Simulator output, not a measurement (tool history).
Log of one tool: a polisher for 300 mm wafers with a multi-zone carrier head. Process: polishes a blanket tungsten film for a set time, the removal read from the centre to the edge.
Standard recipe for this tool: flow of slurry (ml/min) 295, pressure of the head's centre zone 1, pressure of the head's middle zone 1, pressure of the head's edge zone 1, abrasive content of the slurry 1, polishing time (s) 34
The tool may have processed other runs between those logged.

run	day	flow of slurry (ml/min)	pressure of the head's centre zone	pressure of the head's middle zone	pressure of the head's edge zone	abrasive content of the slurry	polishing time (s)	wafers since the last listed run	wafers polished on this pad	hours since the slurry nozzle was cleaned	hours since the centre zone pressure was calibrated	hours since the edge zone pressure was calibrated	hours since the carrier head's membrane was replaced	incoming thickness of the incoming film, nm	film removed at the wafer's centre (Å)	film removed at mid-radius (Å)	film removed at the wafer's edge (Å)
1	0	295	1	1	1	1	34	0	1288	396.1	966.5	219.6	239.4	1090	2439	2293	2279
# day 2.15: centre zone pressure recalibrated
2	3.667	295	1	1	1	1	34	724	2012	484.1	36.4	307.6	327.4	1099.6	2207	2171	2238
# day 8.246: worn pad replaced by a new one
3	13.775	295	1	1	1	1	34	2009	1117	726.7	279	550.2	570	1089.2	2362	2235	2345
# day 15.167: slurry nozzle cleaned
4	16.775	295	1	1	1	1.1	29	598	1715	38.6	351	622.2	642	1078	2019	1895	1946
5	19.533	295	0.96	1	1	1	34	557	2273	104.8	417.2	688.4	708.2	1088.2	2138	2107	2127
# day 20.5: worn pad replaced by a new one
6	22.525	295	0.96	1	1	1	34	571	409	176.6	489	760.2	780	1094.4	2379	2358	2417
7	25.208	295	0.96	1	1	1	34	542	952	241	553.4	824.6	844.4	1094.3	2382	2325	2334
8	29.658	295	1	1	1	1	34	899	1851	347.8	660.2	931.4	951.2	1067.3	2436	2262	2245
# day 32.588: edge zone pressure recalibrated
9	32.958	295	1	1	1	1	34	650	2502	427	739.4	8.9	1030.4	1089.9	2243	2061	2099
# day 33.333: worn pad replaced by a new one
10	35.354	295	1	1	1	1	34	450	408	484.5	796.9	66.4	1087.9	1103.9	2574	2358	2404
# day 39.304: carrier head's membrane replaced by a new one
11	39.321	370	1	1	1	1.2	34	759	1168	579.7	892.1	161.6	0.4	1073.9	2687	2458	2478
12	41.296	295	1	1	1	1	34	399	1567	627.1	939.5	209	47.8	1079.2	2483	2279	2256
13	43.108	295	1.04	1.06	1.1	0.75	34	366	1934	670.6	983	252.5	91.3	1087.9	2363	2200	2212
# day 46.608: worn pad replaced by a new one
# day 47.212: centre zone pressure recalibrated
14	47.417	245	1	1	1.07	1	34	820	146	774	4.9	355.9	194.7	1100.1	2276	2279	2409
# day 48.65: slurry nozzle cleaned
15	51.046	380	1.06	1	1	0.75	34	725	871	57.5	92	443	281.8	1094.6	2467	2218	2203
16	54.708	295	1.06	1	1	1	34	740	1612	145.4	179.9	530.9	369.7	1076.8	2477	2213	2236
17	56.983	220	1	1	1	1.15	30	459	2072	200	234.5	585.5	424.3	1091.3	1964	1839	1865
18	59.404	295	1	1	1	1	34	489	2561	258.1	292.6	643.6	482.4	1100.7	2137	2029	2065
# day 61.075: worn pad replaced by a new one
19	61.279	255	1.05	1	0.94	1.25	34	345	41	303.1	337.6	688.6	527.4	1087.8	2670	2429	2368
20	63.162	330	1.1	1	0.88	1	34	380	422	348.3	382.8	733.8	572.6	1092.2	2790	2348	2269
21	65.796	295	1	1	1	1	34	532	954	411.5	446	797	635.8	1104.3	2488	2349	2356

Below are 4 alternative next runs, each starting from the tool's condition after run 21. Predict each:
A	65.812	295	1	1	1	1	34	3	957	411.9	446.4	797.4	636.2	1091.6	?	?	?
B	65.812	370	1.07	1.11	1	1	34	3	957	411.9	446.4	797.4	636.2	1091.6	?	?	?
C	65.812	365	1	0.88	1	1	34	3	957	411.9	446.4	797.4	636.2	1091.6	?	?	?
D	65.812	295	1.1	1	1	1	34	3	957	411.9	446.4	797.4	636.2	1091.6	?	?	?

run	film removed at the wafer's centre (Å)	film removed at mid-radius (Å)	film removed at the wafer's edge (Å)
A	2458	2320	2300
B	2696	2556	2335
C	2512	2164	2339
D	2705	2318	2300
Stripped of hidden state, with their random variation kept, the same runs would have yielded:
run	film removed at the wafer's centre (Å)	film removed at mid-radius (Å)	film removed at the wafer's edge (Å)
A	2391	2369	2348
B	2623	2611	2385
C	2444	2210	2389
D	2632	2368	2348

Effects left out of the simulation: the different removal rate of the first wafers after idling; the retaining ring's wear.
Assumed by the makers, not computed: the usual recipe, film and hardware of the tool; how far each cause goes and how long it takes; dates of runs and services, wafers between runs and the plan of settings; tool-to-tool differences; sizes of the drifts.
